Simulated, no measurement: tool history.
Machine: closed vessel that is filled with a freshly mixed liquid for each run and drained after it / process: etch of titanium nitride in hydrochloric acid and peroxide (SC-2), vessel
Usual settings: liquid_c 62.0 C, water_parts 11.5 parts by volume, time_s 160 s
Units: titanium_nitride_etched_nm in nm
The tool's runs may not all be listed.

| run | hour | liquid_c | water_parts | time_s | read-back film thickness of the titanium nitride reference wafer, read on the same gauge (nm) | titanium_nitride_etched_nm |
|---|---|---|---|---|---|---|
| 1 | 0.0 | 62.0 | 11.5 | 160 | 50.01 | 10.01 |
| 2 | 22.0 | 62.0 | 11.5 | 160 | 49.96 | 10.08 |
| 3 | 55.9 | 62.0 | 11.5 | 160 | 49.97 | 10.00 |
| 4 | 85.8 | 62.0 | 11.5 | 160 | 50.00 | 9.97 |
| 5 | 110.6 | 62.0 | 11.5 | 160 | 49.99 | 9.90 |
| 6 | 131.3 | 62.0 | 11.5 | 160 | 50.05 | 10.04 |
| 7 | 154.0 | 62.0 | 11.5 | 160 | 49.99 | 9.91 |
| 8 | 171.4 | 62.0 | 11.5 | 160 | 50.00 | 9.90 |
| 9 | 196.6 | 62.0 | 11.5 | 100 | 50.01 | 6.19 |
| 10 | 219.9 | 62.0 | 11.5 | 100 | 49.97 | 6.17 |
| 11 | 255.9 | 62.0 | 11.5 | 100 | 50.01 | 6.20 |
| 12 | 283.5 | 62.0 | 11.5 | 160 | 49.96 | 9.90 |
| 13 | 319.2 | 66.5 | 11.5 | 110 | 50.00 | 8.94 |
| 14 | 340.7 | 62.0 | 13.5 | 160 | 50.01 | 8.57 |
| 15 | 352.7 | 62.0 | 11.5 | 160 | 50.01 | 9.86 |
|  | 376.4 | thermometer replaced |
| 16 | 376.9 | 62.0 | 11.5 | 160 | 50.00 | 11.13 |
| 17 | 407.2 | 67.0 | 9.5 | 115 | 50.00 | 12.74 |
| 18 | 421.5 | 54.5 | 14.0 | 185 | 50.02 | 6.67 |
|  | 445.1 | chemicals flow meter replaced |
| 19 | 450.2 | 55.0 | 7.5 | 230 | 49.96 | 14.50 |
| 20 | 479.2 | 69.5 | 13.5 | 105 | 49.99 | 9.95 |
|  | 500.5 | new drum of peroxide connected |
|  | 513.8 | gauge calibrated |
| 21 | 549.2 | 65.5 | 15.5 | 250 | 50.01 | 16.44 |
| 22 | 582.7 | 67.5 | 15.5 | 235 | 50.04 | 17.24 |
| 23 | 608.9 | 62.0 | 11.5 | 235 | 49.99 | 16.16 |
| 24 | 632.6 | 57.0 | 9.5 | 85 | 49.98 | 4.94 |
| 25 | 660.0 | 52.0 | 16.0 | 120 | 50.01 | 3.24 |
| 26 | 691.4 | 70.0 | 15.0 | 195 | 50.00 | 17.11 |
| 27 | 725.4 | 68.5 | 5.5 | 135 | 49.99 | 24.46 |
| 28 | 751.7 | 62.0 | 11.5 | 160 | 50.00 | 10.92 |

Run by run, hidden condition taken away, random variation retained:
Hidden state at play: liquid colder than its thermometer reads (K); chemicals flow below the setpoint (%); peroxide weaker than its label (%); gauge reads high (%).
| run | titanium_nitride_etched_nm |
|---|---|
| 1 | 11.25 |
| 2 | 11.34 |
| 3 | 11.28 |
| 4 | 11.25 |
| 5 | 11.19 |
| 6 | 11.36 |
| 7 | 11.22 |
| 8 | 11.22 |
| 9 | 7.03 |
| 10 | 7.02 |
| 11 | 7.05 |
| 12 | 11.28 |
| 13 | 10.18 |
| 14 | 9.80 |
| 15 | 11.28 |
| 16 | 11.32 |
| 17 | 12.97 |
| 18 | 6.80 |
| 19 | 14.83 |
| 20 | 10.17 |
| 21 | 16.87 |
| 22 | 17.70 |
| 23 | 16.64 |
| 24 | 5.10 |
| 25 | 3.35 |
| 26 | 17.66 |
| 27 | 25.29 |
| 28 | 11.33 |

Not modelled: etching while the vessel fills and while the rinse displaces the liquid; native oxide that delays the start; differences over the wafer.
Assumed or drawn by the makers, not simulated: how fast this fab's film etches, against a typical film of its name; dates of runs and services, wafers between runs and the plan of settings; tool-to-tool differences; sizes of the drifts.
